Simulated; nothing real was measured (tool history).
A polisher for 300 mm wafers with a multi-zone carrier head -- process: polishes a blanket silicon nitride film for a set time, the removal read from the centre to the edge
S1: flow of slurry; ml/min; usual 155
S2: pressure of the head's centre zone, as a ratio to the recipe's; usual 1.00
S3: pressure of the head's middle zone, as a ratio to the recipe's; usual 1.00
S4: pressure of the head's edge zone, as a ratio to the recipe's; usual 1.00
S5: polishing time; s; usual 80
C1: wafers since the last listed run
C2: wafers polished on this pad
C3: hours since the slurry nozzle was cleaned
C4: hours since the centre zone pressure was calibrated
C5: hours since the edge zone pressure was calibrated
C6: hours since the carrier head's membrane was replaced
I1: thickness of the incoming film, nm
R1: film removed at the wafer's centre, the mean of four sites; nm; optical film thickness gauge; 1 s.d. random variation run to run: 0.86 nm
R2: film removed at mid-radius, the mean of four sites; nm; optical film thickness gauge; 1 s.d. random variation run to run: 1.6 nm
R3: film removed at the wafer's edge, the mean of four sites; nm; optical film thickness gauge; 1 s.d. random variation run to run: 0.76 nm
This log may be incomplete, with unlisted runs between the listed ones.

run	day	S1	S2	S3	S4	S5	C1	C2	C3	C4	C5	C6	I1	R1	R2	R3
1	0.000	155	0.92	1.08	1.00	80	0	1242	538.0	533.5	1013.1	1658.2	645.4	103.9	114.4	108.3
2	1.000	135	1.00	1.00	1.00	80	133	1375	562.0	557.5	1037.1	1682.2	659.8	106.7	104.2	106.5
# day 1.246: worn pad replaced by a new one
3	1.525	155	0.95	1.00	1.00	80	47	37	574.6	570.1	1049.7	1694.8	652.4	116.3	120.2	116.6
# day 1.825: carrier head's membrane replaced by a new one
# day 2.325: slurry nozzle cleaned
4	2.633	155	1.00	1.08	1.00	104	114	151	7.4	596.7	1076.3	19.4	650.7	156.3	162.5	150.4
# day 3.592: edge zone pressure recalibrated
# day 4.079: centre zone pressure recalibrated
5	4.100	155	1.00	1.00	1.12	90	172	324	42.6	0.5	12.2	54.6	662.8	126.2	126.7	135.5
6	4.588	155	1.00	0.94	1.00	89	64	389	54.3	12.2	23.9	66.3	646.7	122.8	117.8	124.8
7	5.229	155	1.07	1.00	1.00	62	85	474	69.7	27.6	39.3	81.7	653.1	90.3	86.4	87.2
8	6.317	135	0.91	1.00	0.96	89	144	619	95.8	53.7	65.4	107.8	646.8	106.5	120.5	118.5
9	7.650	155	1.00	1.00	1.07	80	177	796	127.8	85.7	97.4	139.8	655.4	108.2	109.9	113.7
10	8.833	110	0.88	0.95	1.08	80	157	953	156.2	114.1	125.8	168.2	639.9	86.9	97.5	107.7
11	9.354	170	0.92	0.95	1.00	98	69	1023	168.7	126.6	138.3	180.7	645.1	125.9	130.8	135.0
# day 10.667: worn pad replaced by a new one
12	10.688	155	1.00	1.00	1.00	80	155	2	200.7	158.6	170.3	212.7	658.3	116.8	116.8	116.2
13	11.717	170	1.07	0.97	0.90	80	136	139	225.4	183.3	195.0	237.4	653.5	123.8	114.9	110.4
14	12.238	185	1.00	1.00	1.00	61	69	208	237.9	195.8	207.5	249.9	659.2	89.3	88.7	87.3
15	13.050	155	0.90	0.94	1.00	93	108	316	257.4	215.3	227.0	269.4	654.8	115.8	126.2	129.6
16	14.412	155	1.00	1.00	1.00	80	181	498	290.1	248.0	259.7	302.1	653.1	110.4	113.4	110.8
17	15.833	100	1.09	1.00	1.00	80	188	687	324.2	282.1	293.8	336.2	653.4	105.7	96.7	101.1
18	17.192	155	1.00	1.00	1.00	80	180	867	356.8	314.7	326.4	368.8	652.1	109.5	109.4	109.4
19	18.683	175	1.00	1.00	1.00	73	198	1066	392.6	350.5	362.2	404.6	643.8	101.2	103.3	99.3
20	20.125	155	1.00	1.00	1.00	80	191	1258	427.2	385.1	396.8	439.2	644.4	109.1	107.9	107.4
21	21.429	115	1.00	1.10	0.93	80	173	1431	458.5	416.4	428.1	470.5	653.2	101.1	107.8	98.4

Some steps in R1, run to run, broken into two amounts with sign: the step expected even without the hidden condition (settings, incoming material, random variation), and the rest, left for the hidden condition together with whatever gauge scatter is not in both the measured and the hidden-condition-free result:
The hidden state here: removal rate lost through wear of the pad, %; slurry flow missing at the pad, %; deviation of the centre zone's pressure from its setpoint, %; deviation of the edge zone's pressure from its setpoint, %.
Run 2 -> 3: S1 135 -> 155, S2 1.00 -> 0.95, worn pad replaced by a new one. R1 +9.6 nm: hidden state +10.0, all else -0.4.
Run 3 -> 4: S2 0.95 -> 1.00, S3 1.00 -> 1.08, S5 80 -> 104, carrier head's membrane replaced by a new one, slurry nozzle cleaned. R1 +40.0 nm: hidden state -1.7, all else +41.7.
Run 10 -> 11: S1 110 -> 170, S2 0.88 -> 0.92, S4 1.08 -> 1.00, S5 80 -> 98. R1 +39.0 nm: hidden state -3.4, all else +42.4.
Run 11 -> 12: S1 170 -> 155, S2 0.92 -> 1.00, S3 0.95 -> 1.00, S5 98 -> 80, worn pad replaced by a new one. R1 -9.1 nm: hidden state +9.5, all else -18.6.
